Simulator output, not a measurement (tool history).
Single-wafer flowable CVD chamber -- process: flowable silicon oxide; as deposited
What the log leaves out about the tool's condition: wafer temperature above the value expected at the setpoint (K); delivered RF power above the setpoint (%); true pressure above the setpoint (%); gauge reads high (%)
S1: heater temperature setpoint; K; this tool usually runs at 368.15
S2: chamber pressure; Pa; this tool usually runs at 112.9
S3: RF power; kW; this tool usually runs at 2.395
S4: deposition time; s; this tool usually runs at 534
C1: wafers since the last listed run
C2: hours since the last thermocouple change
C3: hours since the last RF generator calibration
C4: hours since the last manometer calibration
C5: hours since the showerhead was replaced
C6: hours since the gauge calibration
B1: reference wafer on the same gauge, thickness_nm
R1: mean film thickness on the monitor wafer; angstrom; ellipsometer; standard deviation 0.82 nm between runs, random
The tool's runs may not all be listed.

run	day	S1	S2	S3	S4	C1	C2	C3	C4	C5	C6	B1	R1
1	0.000	368.15	131.2	2.395	534	0	997.8	341.0	1848.3	2712.7	2322.4	365.151	4597.76
# day 1.096: showerhead replaced
2	4.454	368.15	131.2	2.395	534	418	1104.7	447.9	1955.2	80.6	2429.3	364.917	4579.93
3	7.317	368.15	112.9	2.395	534	290	1173.4	516.6	2023.9	149.3	2498.0	364.941	3969.67
4	10.483	368.15	112.9	2.395	534	321	1249.4	592.6	2099.9	225.3	2574.0	365.120	3960.81
5	14.329	368.15	112.9	2.395	534	390	1341.7	684.9	2192.2	317.6	2666.3	365.125	3958.49
6	18.783	380.15	87.7	2.395	534	451	1448.6	791.8	2299.1	424.5	2773.2	365.025	1958.59
7	20.750	377.15	112.9	2.590	534	199	1495.8	839.0	2346.3	471.7	2820.4	365.022	2826.47
# day 22.975: thermocouple changed; heater temperature recalibrated
8	25.062	368.15	112.9	2.395	534	403	50.1	942.5	2449.8	575.2	2923.9	365.006	4136.65
9	28.471	368.15	112.9	2.040	604	345	131.9	1024.3	2531.6	657.0	3005.7	364.835	4587.03
10	30.246	357.15	112.9	1.940	534	180	174.5	1066.9	2574.2	699.6	3048.3	365.311	5933.44
11	34.492	368.15	112.9	2.395	465	430	276.4	1168.8	2676.1	801.5	3150.2	365.126	3580.72
12	37.121	368.15	138.1	2.760	633	266	339.5	1231.9	2739.2	864.6	3213.3	364.868	6032.74
13	39.833	368.15	112.9	2.395	534	275	404.6	1297.0	2804.3	929.7	3278.4	364.834	4127.19
14	41.779	375.15	112.9	2.395	534	197	451.3	1343.7	2851.0	976.4	3325.1	365.125	3159.51
# day 42.346: thermocouple changed; heater temperature recalibrated, repeated, since the last time left the tool worse
# day 43.033: capacitance manometer re-zeroed and calibrated
# day 44.238: gauge calibrated
# day 45.896: RF generator calibrated
15	46.188	380.15	112.9	2.395	475	345	92.2	7.0	75.7	1082.2	46.8	365.182	2261.02
16	49.642	372.15	123.9	2.640	577	350	175.1	89.9	158.6	1165.1	129.7	365.110	4108.58
17	52.304	368.15	112.9	2.395	534	270	239.0	153.8	222.5	1229.0	193.6	364.942	4002.87
18	55.371	354.15	120.9	2.820	488	311	312.6	227.4	296.1	1302.6	267.2	364.955	6498.07
19	56.933	368.15	112.9	2.395	490	158	350.1	264.9	333.6	1340.1	304.7	364.863	3667.33
20	58.896	368.15	112.9	2.395	534	199	397.2	312.0	380.7	1387.2	351.8	365.116	3999.29
21	61.262	368.15	86.5	2.395	534	240	454.0	368.8	437.5	1444.0	408.6	365.222	3079.55
22	65.362	368.15	112.9	2.395	534	415	552.4	467.2	535.9	1542.4	507.0	364.879	3974.68
23	67.550	368.15	105.3	2.395	631	221	604.9	519.7	588.4	1594.9	559.5	365.176	4407.62
24	71.125	368.15	112.9	2.190	534	362	690.7	605.5	674.2	1680.7	645.3	365.081	3942.55
25	72.962	368.15	112.9	2.395	534	186	734.8	649.6	718.3	1724.8	689.4	365.249	3989.20
26	75.042	368.15	112.9	2.395	534	210	784.7	699.5	768.2	1774.7	739.3	364.731	3986.51
27	76.912	360.15	127.2	1.990	601	189	829.6	744.4	813.1	1819.6	784.2	364.877	6561.80
28	79.517	368.15	112.9	2.865	534	264	892.1	806.9	875.6	1882.1	846.7	364.988	4036.00

What if the next run were any one of these 4? Each begins from the tool's condition after run 28:
A	79.538	368.15	112.9	2.835	534	2	892.6	807.4	876.1	1882.6	847.2	?	?
B	79.538	378.15	124.3	2.120	534	2	892.6	807.4	876.1	1882.6	847.2	?	?
C	79.538	377.15	112.9	2.395	534	2	892.6	807.4	876.1	1882.6	847.2	?	?
D	79.538	361.15	112.9	2.720	534	2	892.6	807.4	876.1	1882.6	847.2	?	?

run	B1	R1
A	365.150	4048.79
B	365.150	2952.28
C	365.150	2832.80
D	365.150	5215.63
Take away the tool's hidden state, keep each run's random variation, and the runs would have read:
run	R1
A	4076.34
B	2972.32
C	2852.14
D	5247.29

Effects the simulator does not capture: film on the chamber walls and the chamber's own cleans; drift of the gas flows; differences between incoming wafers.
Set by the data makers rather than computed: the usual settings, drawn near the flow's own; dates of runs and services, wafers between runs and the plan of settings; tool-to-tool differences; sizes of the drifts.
